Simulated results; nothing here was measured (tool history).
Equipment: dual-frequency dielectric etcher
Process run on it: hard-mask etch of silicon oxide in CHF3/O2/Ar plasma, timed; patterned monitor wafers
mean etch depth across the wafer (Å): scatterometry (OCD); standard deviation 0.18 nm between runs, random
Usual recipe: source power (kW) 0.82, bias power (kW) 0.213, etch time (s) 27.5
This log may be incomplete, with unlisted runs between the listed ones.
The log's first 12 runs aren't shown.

run,hour,source power (kW),bias power (kW),etch time (s),"read-back reference wafer on the same gauge, depth_nm",mean etch depth across the wafer (Å)
# hour 143.4: gauge calibrated
13,146.8,0.82,0.213,27.5,77.1,660
14,172.4,0.86,0.213,27.5,77.2,674
15,185.5,0.82,0.252,22.5,77.2,580
16,192,0.82,0.213,27.5,77.1,660
17,200.2,0.62,0.231,27.5,77.2,608
18,214.6,0.82,0.213,27.5,77.2,661
# hour 240.8: upper electrode replaced
# hour 264.6: wet clean of the chamber
19,265.1,0.82,0.162,30.5,77.2,642
20,265.5,0.82,0.213,27.5,77.2,655
21,265.8,0.87,0.213,21,77.2,512
22,266.1,0.82,0.213,27.5,77.2,651
23,273,0.82,0.213,27.5,77.2,657
24,283.6,0.87,0.213,27.5,77.2,671
25,291.6,0.94,0.169,20,77.3,456
26,300,0.94,0.236,20,77.1,528
27,308.6,0.82,0.213,27.5,77.2,653
28,325.6,0.82,0.163,27.5,77.1,581
29,338.7,0.94,0.19,29.5,77.2,712
30,349.5,0.69,0.187,27.5,77.2,576
31,364.5,0.72,0.213,27.5,77.2,621

Each row is a separate what-if for the run after 31, all from the same tool condition, not one after another. Results?
A,364.9,0.82,0.213,27.5,?,?
B,364.9,0.82,0.213,20.5,?,?
C,364.9,0.92,0.213,27.5,?,?

run,"read-back reference wafer on the same gauge, depth_nm",mean etch depth across the wafer (Å)
A,77.2,655
B,77.2,488
C,77.2,687
Without the tool's hidden state the same runs would have given:
run,mean etch depth across the wafer (Å)
A,653
B,487
C,685
